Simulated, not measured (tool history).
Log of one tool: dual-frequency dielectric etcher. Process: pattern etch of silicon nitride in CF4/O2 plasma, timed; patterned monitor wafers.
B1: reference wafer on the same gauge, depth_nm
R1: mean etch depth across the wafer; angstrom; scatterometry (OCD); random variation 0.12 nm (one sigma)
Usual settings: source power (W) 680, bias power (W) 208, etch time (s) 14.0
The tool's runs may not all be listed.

Run 1, hour 0.0: usual settings but source power (W) 750, bias power (W) 240; B1 42.21. Result: R1 440.5 angstrom.
Run 2, hour 42.6: usual settings but source power (W) 750, bias power (W) 240; B1 42.20. Result: R1 442.2 angstrom.
Run 3, hour 58.9: usual settings but bias power (W) 171, etch time (s) 12.5; B1 42.18. Result: R1 325.4 angstrom.
At hour 63.0: source power generator calibrated.
Run 4, hour 99.0: usual settings; B1 42.21. Result: R1 405.0 angstrom.
Run 5, hour 110.3: usual settings; B1 42.19. Result: R1 405.6 angstrom.
At hour 137.4: wet clean of the chamber.
Run 6, hour 137.9: usual settings; B1 42.21. Result: R1 403.7 angstrom.
Run 7, hour 138.2: usual settings; B1 42.18. Result: R1 403.1 angstrom.
Run 8, hour 144.8: usual settings but etch time (s) 12.0; B1 42.24. Result: R1 348.1 angstrom.
Run 9, hour 159.5: usual settings but etch time (s) 12.0; B1 42.24. Result: R1 346.8 angstrom.
Run 10, hour 172.0: usual settings but etch time (s) 12.0; B1 42.22. Result: R1 345.2 angstrom.
At hour 178.0: gauge calibrated.
Run 11, hour 180.2: usual settings but bias power (W) 241; B1 42.22. Result: R1 427.3 angstrom.
At hour 205.0: upper electrode replaced.
Run 12, hour 205.5: usual settings; B1 42.23. Result: R1 405.9 angstrom.
Run 13, hour 206.5: usual settings but source power (W) 570, bias power (W) 175; B1 42.21. Result: R1 333.5 angstrom.
Run 14, hour 217.2: usual settings but bias power (W) 180; B1 42.21. Result: R1 384.7 angstrom.
At hour 225.0: bias power generator calibrated.
Run 15, hour 225.5: usual settings but source power (W) 750, bias power (W) 240; B1 42.19. Result: R1 460.4 angstrom.
Run 16, hour 237.2: usual settings but source power (W) 750, bias power (W) 240; B1 42.20. Result: R1 459.6 angstrom.
Run 17, hour 253.2: usual settings but bias power (W) 162; B1 42.20. Result: R1 368.7 angstrom.
Run 18, hour 269.7: usual settings but source power (W) 760, etch time (s) 12.0; B1 42.24. Result: R1 378.7 angstrom.
Run 19, hour 276.4: usual settings but source power (W) 760, bias power (W) 246; B1 42.22. Result: R1 467.8 angstrom.
Run 20, hour 285.1: usual settings but etch time (s) 16.5; B1 42.24. Result: R1 475.3 angstrom.
Run 21, hour 298.6: usual settings but bias power (W) 230; B1 42.15. Result: R1 420.5 angstrom.
Run 22, hour 309.5: usual settings but source power (W) 590; B1 42.18. Result: R1 363.3 angstrom.
Run 23, hour 322.9: usual settings; B1 42.20. Result: R1 403.2 angstrom.
Run 24, hour 329.6: usual settings; B1 42.21. Result: R1 404.0 angstrom.
Run 25, hour 343.6: usual settings but source power (W) 730, bias power (W) 193, etch time (s) 16.5; B1 42.18. Result: R1 490.8 angstrom.
Run 26, hour 361.5: usual settings; B1 42.19. Result: R1 403.4 angstrom.
Run 27, hour 368.8: usual settings but source power (W) 610, etch time (s) 17.0; B1 42.24. Result: R1 451.8 angstrom.
Run 28, hour 378.7: usual settings; B1 42.22. Result: R1 405.5 angstrom.
Run 29, hour 394.4: usual settings but bias power (W) 231; B1 42.22. Result: R1 419.4 angstrom.

Forecast each of these 5 alternatives for the next run:
Run A, hour 394.8: usual settings; B1 ?. Result: R1 ?.
Run B, hour 394.8: usual settings but source power (W) 780, etch time (s) 10.0; B1 ?. Result: R1 ?.
Run C, hour 394.8: usual settings but source power (W) 800; B1 ?. Result: R1 ?.
Run D, hour 394.8: usual settings but source power (W) 610, etch time (s) 16.0; B1 ?. Result: R1 ?.
Run E, hour 394.8: usual settings but source power (W) 820, etch time (s) 12.0; B1 ?. Result: R1 ?.

run     B1     R1
  A  42.15  404.9
  B  42.15  322.3
  C  42.15  460.3
  D  42.15  425.2
  E  42.15  402.4
Without the tool's hidden state the same runs would have given:
run     R1
  A  407.0
  B  323.9
  C  462.7
  D  427.4
  E  404.5
